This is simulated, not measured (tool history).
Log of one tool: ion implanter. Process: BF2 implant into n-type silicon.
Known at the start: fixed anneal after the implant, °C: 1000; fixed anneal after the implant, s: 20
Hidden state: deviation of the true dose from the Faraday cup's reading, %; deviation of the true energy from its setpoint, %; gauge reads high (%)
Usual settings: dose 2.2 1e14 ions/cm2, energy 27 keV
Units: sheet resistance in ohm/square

run	hour	dose	energy	wafers since the last listed run	hours since the last dose calibration	hours since the extraction supply was calibrated	hours since the gauge calibration	read-back reference wafer on the same gauge, sheet resistance	sheet resistance
1	0	2.54	27	0	323.8	3458.3	350.9	491.02	420.81
# hour 15.1: gauge calibrated
2	26.7	2.54	27	738	350.5	3485	11.6	490.89	420.54
3	42.1	2.42	27	425	365.9	3500.4	27	490.95	438.51
4	75.6	2.2	27	925	399.4	3533.9	60.5	490.95	475.5
5	105.5	2.2	27	826	429.3	3563.8	90.4	491.09	476.64
6	140.3	2.2	27	961	464.1	3598.6	125.2	491.06	476.57
7	167.9	2.2	29	762	491.7	3626.2	152.8	490.94	474.75
8	194.9	2.2	29	746	518.7	3653.2	179.8	490.87	476.61
9	230.5	2.2	29	984	554.3	3688.8	215.4	491.12	476.92
# hour 249.8: Faraday cup replaced and dose calibrated
10	260.3	2.04	27	602	10.5	3718.6	245.2	491.11	502.62
11	289.8	2.04	27	815	40	3748.1	274.7	490.88	503.62
12	306.7	2.04	27	467	56.9	3765	291.6	490.96	503.21
13	324.4	2.2	27	489	74.6	3782.7	309.3	490.95	472.82
14	343.9	2.2	27	539	94.1	3802.2	328.8	491.04	473.08
15	369.8	2.81	27	715	120	3828.1	354.7	491.08	384.72
# hour 388.1: extraction supply calibrated
# hour 388.6: gauge calibrated
16	392.8	2.2	27	414	143	4.7	4.2	491.02	473.72
17	423.9	2.2	27	859	174.1	35.8	35.3	491.06	473.41
18	444.4	1.74	27	566	194.6	56.3	55.8	490.88	575.02
19	468	2	18	652	218.2	79.9	79.4	490.93	532.22
20	498.2	2.2	33.5	834	248.4	110.1	109.6	490.93	465.08
21	512.9	1.97	27	406	263.1	124.8	124.3	490.93	519.92
22	535	2.71	34.5	610	285.2	146.9	146.4	490.93	390.48
23	561.5	2.64	27	732	311.7	173.4	172.9	491.05	407.53

Run 24 comes next. What will it give?
24	580.4	2.2	22	522	330.6	192.3	191.8	?	?

read-back reference wafer on the same gauge, sheet resistance: 491.1
sheet resistance: 483.78 ohm/square
Without the tool's hidden state the same run would have given sheet resistance 481.75 ohm/square.
